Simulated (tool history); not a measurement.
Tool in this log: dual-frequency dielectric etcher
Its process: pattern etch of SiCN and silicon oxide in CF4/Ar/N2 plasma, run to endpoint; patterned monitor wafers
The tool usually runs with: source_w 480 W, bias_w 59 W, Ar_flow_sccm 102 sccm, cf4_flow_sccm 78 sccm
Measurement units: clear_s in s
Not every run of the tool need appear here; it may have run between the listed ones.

run	day	source_w	bias_w	Ar_flow_sccm	cf4_flow_sccm	wafers since the last listed run	hours since the last wet clean	hours since the last source power generator calibration	hours since the last bias power generator calibration	hours since the last Ar flow controller change	hours since the last CF4 flow controller change	hours since the last upper electrode change	incoming incoming film thickness, nm	clear_s
1	0.000	480	59	102	78	0	350.3	1337.2	2972.2	3372.2	2930.1	2963.7	15.91	19.4
2	0.617	480	59	102	78	303	365.1	1352.0	2987.0	3387.0	2944.9	2978.5	15.84	19.0
3	1.275	480	59	108	78	324	380.9	1367.8	3002.8	3402.8	2960.7	2994.3	15.85	19.2
4	2.012	480	59	108	78	363	398.6	1385.5	3020.5	3420.5	2978.4	3012.0	15.78	19.2
5	2.458	480	59	87	78	219	409.3	1396.2	3031.2	3431.2	2989.1	3022.7	15.62	18.0
6	2.754	480	59	87	78	145	416.4	1403.3	3038.3	3438.3	2996.2	3029.8	15.94	18.4
7	3.604	480	59	87	78	418	436.8	1423.7	3058.7	3458.7	3016.6	3050.2	15.74	18.2
# day 3.912: CF4 flow controller replaced
8	4.129	480	66	102	78	135	449.4	1436.3	3071.3	3471.3	5.2	3062.8	15.59	18.3
# day 5.354: upper electrode replaced
9	5.375	480	59	78	92	121	479.3	1466.2	3101.2	3501.2	35.1	0.5	15.77	17.3
10	5.388	480	59	102	67	6	479.6	1466.5	3101.5	3501.5	35.4	0.8	15.90	19.6
11	5.567	480	65	102	78	88	483.9	1470.8	3105.8	3505.8	39.7	5.1	15.84	18.3
# day 6.012: source power generator calibrated
12	6.100	480	72	91	78	180	496.7	2.1	3118.6	3518.6	52.5	17.9	15.82	17.4
13	6.667	570	55	81	62	279	510.3	15.7	3132.2	3532.2	66.1	31.5	15.75	15.8
14	6.979	480	59	85	78	153	517.8	23.2	3139.7	3539.7	73.6	39.0	15.91	18.3
15	7.533	480	59	83	96	273	531.1	36.5	3153.0	3553.0	86.9	52.3	15.80	17.3
# day 8.071: Ar flow controller replaced
# day 8.650: wet clean of the chamber
16	9.121	410	59	102	94	373	11.3	74.6	3191.1	25.2	125.0	90.4	15.83	22.3
# day 9.492: bias power generator calibrated
17	9.512	540	59	102	92	110	20.7	84.0	0.5	34.6	134.4	99.8	15.73	16.9
18	9.879	530	46	128	88	180	29.5	92.8	9.3	43.4	143.2	108.6	15.80	19.2
19	10.312	480	70	95	78	213	39.9	103.2	19.7	53.8	153.6	119.0	15.77	18.6
20	11.679	510	59	102	69	673	72.7	136.0	52.5	86.6	186.4	151.8	16.09	19.4
21	12.246	480	59	102	78	279	86.3	149.6	66.1	100.2	200.0	165.4	15.78	19.4
22	12.962	530	46	128	88	353	103.5	166.8	83.3	117.4	217.2	182.6	15.84	19.1
23	13.579	480	59	83	96	303	118.3	181.6	98.1	132.2	232.0	197.4	15.81	17.8

For some of the steps in clear_s from one run to the next: how much would appear even if the tool had no hidden state, given the settings, what came in and random variation, and how much remains for the hidden state plus any gauge scatter that the measured result and the result without hidden state don't share?
Hidden state at play: etch rate over this chamber's usual, %; source power that arrives over what is set, %; bias power that arrives over what is set, %; Ar flow that arrives over what is set, %; CF4 flow that arrives over what is set, %.
Run 1 -> 2: settings left as they were, no log entry in between. clear_s -0.4 s: hidden state +0.1, all else -0.5.
Run 15 -> 16: source_w 480 -> 410, Ar_flow_sccm 83 -> 102, cf4_flow_sccm 96 -> 94, Ar flow controller replaced, wet clean of the chamber. clear_s +5.0 s: hidden state +0.8, all else +4.2.
Run 16 -> 17: source_w 410 -> 540, cf4_flow_sccm 94 -> 92, bias power generator calibrated. clear_s -5.4 s: hidden state +0.0, all else -5.4.
